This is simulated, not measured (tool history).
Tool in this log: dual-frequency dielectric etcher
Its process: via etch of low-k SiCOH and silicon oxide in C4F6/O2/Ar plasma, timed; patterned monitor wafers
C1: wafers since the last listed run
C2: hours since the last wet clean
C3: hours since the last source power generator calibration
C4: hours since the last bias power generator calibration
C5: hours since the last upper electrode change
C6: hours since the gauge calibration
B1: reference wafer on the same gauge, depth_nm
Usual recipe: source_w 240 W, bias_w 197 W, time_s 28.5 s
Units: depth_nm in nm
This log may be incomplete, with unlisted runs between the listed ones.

{"run": 1, "day": 0.0, "source_w": 240, "bias_w": 179, "time_s": 28.5, "C1": 0, "C2": 275.8, "C3": 4960.4, "C4": 1651.1, "C5": 3521.4, "C6": 145.5, "B1": 52.8, "depth_nm": 56.5}
{"run": 2, "day": 1.446, "source_w": 240, "bias_w": 179, "time_s": 28.5, "C1": 287, "C2": 310.5, "C3": 4995.1, "C4": 1685.8, "C5": 3556.1, "C6": 180.2, "B1": 52.8, "depth_nm": 57}
{"run": 3, "day": 2.617, "source_w": 240, "bias_w": 179, "time_s": 28.5, "C1": 233, "C2": 338.6, "C3": 5023.2, "C4": 1713.9, "C5": 3584.2, "C6": 208.3, "B1": 52.7, "depth_nm": 56.7}
{"run": 4, "day": 3.358, "source_w": 240, "bias_w": 197, "time_s": 28.5, "C1": 147, "C2": 356.4, "C3": 5041, "C4": 1731.7, "C5": 3602, "C6": 226.1, "B1": 52.8, "depth_nm": 58.6}
{"run": 5, "day": 4.262, "source_w": 240, "bias_w": 197, "time_s": 28.5, "C1": 180, "C2": 378.1, "C3": 5062.7, "C4": 1753.4, "C5": 3623.7, "C6": 247.8, "B1": 52.7, "depth_nm": 59.7}
{"run": 6, "day": 5.754, "source_w": 240, "bias_w": 197, "time_s": 28.5, "C1": 297, "C2": 413.9, "C3": 5098.5, "C4": 1789.2, "C5": 3659.5, "C6": 283.6, "B1": 52.9, "depth_nm": 59}
{"run": 7, "day": 7.208, "source_w": 240, "bias_w": 174, "time_s": 28.5, "C1": 289, "C2": 448.8, "C3": 5133.4, "C4": 1824.1, "C5": 3694.4, "C6": 318.5, "B1": 52.8, "depth_nm": 58.3}
{"day": 8.512, "done": "source power generator calibrated"}
{"day": 8.754, "done": "wet clean of the chamber"}
{"run": 8, "day": 8.775, "source_w": 240, "bias_w": 174, "time_s": 28.5, "C1": 230, "C2": 0.5, "C3": 6.3, "C4": 1861.7, "C5": 3732, "C6": 356.1, "B1": 52.8, "depth_nm": 54.8}
{"run": 9, "day": 10.167, "source_w": 240, "bias_w": 197, "time_s": 28.5, "C1": 277, "C2": 33.9, "C3": 39.7, "C4": 1895.1, "C5": 3765.4, "C6": 389.5, "B1": 52.9, "depth_nm": 56.7}
{"run": 10, "day": 10.988, "source_w": 240, "bias_w": 197, "time_s": 28.5, "C1": 163, "C2": 53.6, "C3": 59.4, "C4": 1914.8, "C5": 3785.1, "C6": 409.2, "B1": 52.8, "depth_nm": 57.4}
{"run": 11, "day": 11.571, "source_w": 240, "bias_w": 197, "time_s": 28.5, "C1": 116, "C2": 67.6, "C3": 73.4, "C4": 1928.8, "C5": 3799.1, "C6": 423.2, "B1": 52.8, "depth_nm": 56.5}
{"run": 12, "day": 12.204, "source_w": 240, "bias_w": 197, "time_s": 28.5, "C1": 126, "C2": 82.8, "C3": 88.6, "C4": 1944, "C5": 3814.3, "C6": 438.4, "B1": 52.8, "depth_nm": 57.2}
{"run": 13, "day": 12.979, "source_w": 240, "bias_w": 211, "time_s": 28.5, "C1": 154, "C2": 101.4, "C3": 107.2, "C4": 1962.6, "C5": 3832.9, "C6": 457, "B1": 52.9, "depth_nm": 58.5}
{"day": 13.7, "done": "bias power generator calibrated"}
{"run": 14, "day": 14.233, "source_w": 290, "bias_w": 197, "time_s": 25, "C1": 216, "C2": 131.5, "C3": 137.3, "C4": 12.8, "C5": 3863, "C6": 487.1, "B1": 52.8, "depth_nm": 52.1}
{"run": 15, "day": 15.45, "source_w": 200, "bias_w": 211, "time_s": 22.5, "C1": 242, "C2": 160.7, "C3": 166.5, "C4": 42, "C5": 3892.2, "C6": 516.3, "B1": 52.8, "depth_nm": 44.3}
{"day": 16.717, "done": "upper electrode replaced"}
{"run": 16, "day": 16.738, "source_w": 240, "bias_w": 197, "time_s": 28.5, "C1": 57, "C2": 191.6, "C3": 197.4, "C4": 72.9, "C5": 0.5, "C6": 547.2, "B1": 52.8, "depth_nm": 57.2}
{"day": 17.471, "done": "gauge calibrated"}
{"run": 17, "day": 17.492, "source_w": 240, "bias_w": 197, "time_s": 28.5, "C1": 150, "C2": 209.7, "C3": 215.5, "C4": 91, "C5": 18.6, "C6": 0.5, "B1": 52.8, "depth_nm": 58.4}
{"run": 18, "day": 18.183, "source_w": 200, "bias_w": 235, "time_s": 21, "C1": 137, "C2": 226.3, "C3": 232.1, "C4": 107.6, "C5": 35.2, "C6": 17.1, "B1": 52.8, "depth_nm": 43.2}
{"run": 19, "day": 19.275, "source_w": 240, "bias_w": 197, "time_s": 34, "C1": 217, "C2": 252.5, "C3": 258.3, "C4": 133.8, "C5": 61.4, "C6": 43.3, "B1": 52.8, "depth_nm": 68.5}

Predict the results of run 20:
{"run": 20, "day": 20.429, "source_w": 290, "bias_w": 164, "time_s": 35.5, "C1": 229, "C2": 280.2, "C3": 286, "C4": 161.5, "C5": 89.1, "C6": 71, "B1": "?", "depth_nm": "?"}

{"run 20": {"B1": 52.8, "depth_nm": 72.9}}
Take away the tool's hidden state, keep the run-to-run variation as it was, and the same run would have given depth_nm 70.7 nm.
